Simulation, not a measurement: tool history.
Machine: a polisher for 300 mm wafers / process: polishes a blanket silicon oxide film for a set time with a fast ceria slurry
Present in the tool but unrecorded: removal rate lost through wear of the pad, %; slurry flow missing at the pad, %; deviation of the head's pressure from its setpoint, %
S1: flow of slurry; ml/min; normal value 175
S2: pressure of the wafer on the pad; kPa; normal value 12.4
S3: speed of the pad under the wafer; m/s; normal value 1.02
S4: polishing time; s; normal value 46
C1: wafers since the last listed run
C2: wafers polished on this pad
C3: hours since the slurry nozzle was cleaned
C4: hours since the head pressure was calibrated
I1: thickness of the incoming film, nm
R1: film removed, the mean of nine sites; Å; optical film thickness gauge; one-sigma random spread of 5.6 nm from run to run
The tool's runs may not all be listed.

| run | hour | S1 | S2 | S3 | S4 | C1 | C2 | C3 | C4 | I1 | R1 |
|---|---|---|---|---|---|---|---|---|---|---|---|
| 1 | 0.0 | 195 | 12.4 | 1.02 | 46 | 0 | 3857 | 791.4 | 598.0 | 1704.9 | 5396 |
|  | 8.7 | head pressure recalibrated |
| 2 | 51.0 | 175 | 12.4 | 1.02 | 46 | 432 | 4289 | 842.4 | 42.3 | 1689.5 | 4814 |
| 3 | 122.3 | 175 | 12.4 | 1.02 | 46 | 629 | 4919 | 913.7 | 113.6 | 1705.8 | 4758 |
| 4 | 198.8 | 175 | 12.4 | 1.02 | 46 | 675 | 5594 | 990.2 | 190.1 | 1701.4 | 4878 |
|  | 223.7 | slurry nozzle cleaned |
|  | 248.2 | worn pad replaced by a new one |
| 5 | 305.0 | 160 | 13.8 | 1.02 | 46 | 893 | 501 | 81.3 | 296.3 | 1705.0 | 5414 |
| 6 | 375.8 | 175 | 12.4 | 1.02 | 46 | 625 | 1126 | 152.1 | 367.1 | 1679.1 | 4878 |
| 7 | 447.6 | 175 | 12.4 | 1.02 | 46 | 633 | 1760 | 223.9 | 438.9 | 1683.5 | 5206 |
| 8 | 500.1 | 175 | 12.4 | 1.02 | 46 | 463 | 2224 | 276.4 | 491.4 | 1711.4 | 5248 |
| 9 | 566.1 | 130 | 15.2 | 1.02 | 46 | 582 | 2807 | 342.4 | 557.4 | 1698.9 | 6236 |
|  | 586.0 | head pressure recalibrated |
| 10 | 757.6 | 225 | 12.4 | 1.02 | 46 | 1673 | 4480 | 533.9 | 171.6 | 1684.4 | 5089 |
| 11 | 825.9 | 225 | 12.4 | 1.02 | 46 | 603 | 5083 | 602.2 | 239.9 | 1676.4 | 5090 |
| 12 | 874.3 | 205 | 12.4 | 1.02 | 51 | 427 | 5510 | 650.6 | 288.3 | 1667.6 | 5582 |
|  | 898.9 | worn pad replaced by a new one |
| 13 | 923.5 | 205 | 12.4 | 1.02 | 51 | 399 | 216 | 699.8 | 337.5 | 1697.4 | 5633 |
| 14 | 1008.9 | 190 | 12.4 | 1.02 | 46 | 754 | 971 | 785.2 | 422.9 | 1683.7 | 5091 |
| 15 | 1102.8 | 175 | 12.4 | 1.02 | 46 | 829 | 1800 | 879.1 | 516.8 | 1692.8 | 5204 |
|  | 1107.6 | slurry nozzle cleaned |
| 16 | 1160.7 | 175 | 12.4 | 1.02 | 46 | 502 | 2302 | 53.1 | 574.7 | 1663.3 | 5220 |
|  | 1198.4 | head pressure recalibrated |
| 17 | 1224.7 | 215 | 11.0 | 0.88 | 46 | 547 | 2849 | 117.1 | 26.3 | 1692.7 | 3812 |
| 18 | 1272.9 | 130 | 16.5 | 0.68 | 54 | 425 | 3275 | 165.3 | 74.5 | 1690.4 | 4737 |
| 19 | 1338.1 | 150 | 11.0 | 1.02 | 46 | 575 | 3851 | 230.5 | 139.7 | 1695.0 | 4218 |
| 20 | 1443.5 | 175 | 12.4 | 1.02 | 46 | 930 | 4781 | 335.9 | 245.1 | 1682.5 | 4974 |
| 21 | 1491.5 | 140 | 12.4 | 1.26 | 37 | 423 | 5205 | 383.9 | 293.1 | 1691.1 | 4713 |
|  | 1539.1 | worn pad replaced by a new one |
| 22 | 1579.9 | 195 | 12.4 | 0.88 | 58 | 745 | 360 | 472.3 | 381.5 | 1696.5 | 5663 |
| 23 | 1639.9 | 175 | 12.4 | 1.02 | 46 | 529 | 890 | 532.3 | 441.5 | 1707.8 | 5101 |
| 24 | 1692.9 | 130 | 12.4 | 1.02 | 42 | 467 | 1358 | 585.3 | 494.5 | 1721.4 | 4521 |
|  | 1761.5 | head pressure recalibrated |
| 25 | 1799.2 | 220 | 9.7 | 1.02 | 51 | 920 | 2279 | 691.6 | 37.7 | 1667.5 | 4298 |
| 26 | 1879.8 | 235 | 12.4 | 1.02 | 46 | 711 | 2990 | 772.2 | 118.3 | 1676.4 | 5017 |
| 27 | 1924.1 | 175 | 12.4 | 1.02 | 46 | 391 | 3381 | 816.5 | 162.6 | 1675.7 | 4870 |
| 28 | 1987.7 | 175 | 12.4 | 1.38 | 62 | 561 | 3943 | 880.1 | 226.2 | 1681.0 | 9135 |
| 29 | 2091.2 | 160 | 15.9 | 0.72 | 46 | 913 | 4857 | 983.6 | 329.7 | 1654.6 | 4518 |
|  | 2108.9 | slurry nozzle cleaned |
| 30 | 2170.8 | 175 | 9.0 | 1.02 | 46 | 693 | 5551 | 61.9 | 409.3 | 1701.5 | 3682 |
|  | 2249.4 | worn pad replaced by a new one |
| 31 | 2249.9 | 175 | 15.2 | 1.02 | 46 | 663 | 4 | 141.0 | 488.4 | 1690.4 | 6271 |
| 32 | 2348.1 | 140 | 12.4 | 1.26 | 37 | 867 | 871 | 239.2 | 586.6 | 1675.5 | 5030 |
|  | 2392.4 | head pressure recalibrated |
| 33 | 2420.5 | 175 | 12.4 | 0.86 | 51 | 621 | 1493 | 311.6 | 28.1 | 1692.0 | 4470 |
| 34 | 2492.2 | 215 | 9.0 | 1.02 | 46 | 633 | 2126 | 383.3 | 99.8 | 1679.7 | 3590 |
| 35 | 2579.6 | 205 | 12.4 | 1.02 | 51 | 771 | 2897 | 470.7 | 187.2 | 1706.6 | 5388 |
| 36 | 2666.4 | 175 | 12.4 | 1.02 | 39 | 766 | 3664 | 557.5 | 274.0 | 1689.4 | 4100 |
| 37 | 2755.3 | 160 | 9.0 | 1.02 | 32 | 784 | 4449 | 646.4 | 362.9 | 1698.1 | 2438 |

A few steps of R1 between consecutive runs. Split each: what settings, incoming material and random variation would produce without the hidden state, and what is left over for the hidden state, along with gauge scatter present in only one of the two compared results (measured, and without hidden state):
Run 1 -> 2: S1 195 -> 175, head pressure recalibrated. R1 -582 Å: hidden state -459, all else -123.
Run 9 -> 10: S1 130 -> 225, S2 15.2 -> 12.4, head pressure recalibrated. R1 -1147 Å: hidden state -545, all else -602.
Run 27 -> 28: S3 1.02 -> 1.38, S4 46 -> 62. R1 +4265 Å: hidden state +137, all else +4128.
Run 28 -> 29: S1 175 -> 160, S2 12.4 -> 15.9, S3 1.38 -> 0.72, S4 62 -> 46. R1 -4617 Å: hidden state -38, all else -4579.
Run 30 -> 31: S2 9.0 -> 15.2, worn pad replaced by a new one. R1 +2589 Å: hidden state +262, all else +2327.
Run 32 -> 33: S1 140 -> 175, S3 1.26 -> 0.86, S4 37 -> 51, head pressure recalibrated. R1 -560 Å: hidden state -565, all else +5.
